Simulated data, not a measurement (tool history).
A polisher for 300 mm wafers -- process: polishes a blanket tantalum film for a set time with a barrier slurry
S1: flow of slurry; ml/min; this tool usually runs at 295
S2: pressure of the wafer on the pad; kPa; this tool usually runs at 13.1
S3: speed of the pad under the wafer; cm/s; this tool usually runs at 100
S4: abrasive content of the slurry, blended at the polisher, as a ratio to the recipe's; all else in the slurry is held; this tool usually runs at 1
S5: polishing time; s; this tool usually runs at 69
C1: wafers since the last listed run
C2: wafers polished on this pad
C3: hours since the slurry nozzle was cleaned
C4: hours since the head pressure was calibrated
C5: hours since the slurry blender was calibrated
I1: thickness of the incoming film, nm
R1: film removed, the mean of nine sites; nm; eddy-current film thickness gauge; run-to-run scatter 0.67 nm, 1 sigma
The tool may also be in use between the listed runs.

run,day,S1,S2,S3,S4,S5,C1,C2,C3,C4,C5,I1,R1
1,0,295,13.1,100,1,69,0,3882,83.8,204.9,333.1,450.5,100.4
2,3.083,295,13.1,100,1,69,903,4785,157.8,278.9,407.1,449.8,99.1
3,6.421,295,13.1,100,1,69,978,5763,237.9,359,487.2,446.6,98.3
# day 6.6: worn pad replaced by a new one
4,8.838,235,13.1,100,1,69,659,655,295.9,417,545.2,449.7,95.5
# day 9.758: slurry blender recalibrated
5,11.392,235,13.1,100,1,69,724,1379,357.2,478.3,39.2,454.7,95.5
# day 13.588: head pressure recalibrated
6,14.408,235,13.1,100,1,69,859,2239,429.6,19.7,111.6,452,101.4
7,18.662,295,13.1,100,1,69,1246,3485,531.7,121.8,213.7,452.3,100.9
# day 22.179: slurry nozzle cleaned
8,23.004,295,13.1,100,1,69,1260,4746,19.8,226,317.9,455.3,99.4
9,24.883,295,15.9,100,1,74,550,5296,64.9,271.1,363,446.3,128.8
10,28.871,295,15.9,100,1,74,1168,6465,160.6,366.8,458.7,448.9,127.7
# day 30.233: worn pad replaced by a new one
# day 30.254: slurry blender recalibrated
11,32.179,295,15.9,100,1,74,915,564,240,446.2,46.2,456.3,128.5
# day 34.65: head pressure recalibrated
12,40.688,295,13.1,100,1,69,2469,3033,444.2,144.9,250.4,453.2,100.2
13,43.829,295,13.1,100,1,69,920,3954,519.6,220.3,325.8,450.3,99.1
14,47.05,295,13.1,100,1.05,69,943,4898,596.9,297.6,403.1,451,100.1
# day 49.462: slurry nozzle cleaned
# day 50.167: slurry blender recalibrated
15,51.029,295,11,100,1,60,1129,6027,37.6,393.1,20.7,447.9,71.6
# day 52.954: worn pad replaced by a new one
16,53.008,295,13.1,100,1,69,531,15,85.1,440.6,68.2,449.4,96.4
17,54.967,295,17.2,100,1,69,573,589,132.1,487.6,115.2,454.3,126.9
# day 55.808: head pressure recalibrated
18,59.383,200,13.1,100,1,69,1269,1859,238.1,85.8,221.2,448.7,97

Forecast run 19:
19,61.908,295,13.1,64,0.9,84,739,2599,298.7,146.4,281.8,446.3,?

R1: 75.7 nm
Were there no unlogged condition in the tool, this run, its random variation unchanged, would have produced R1 79.7 nm.
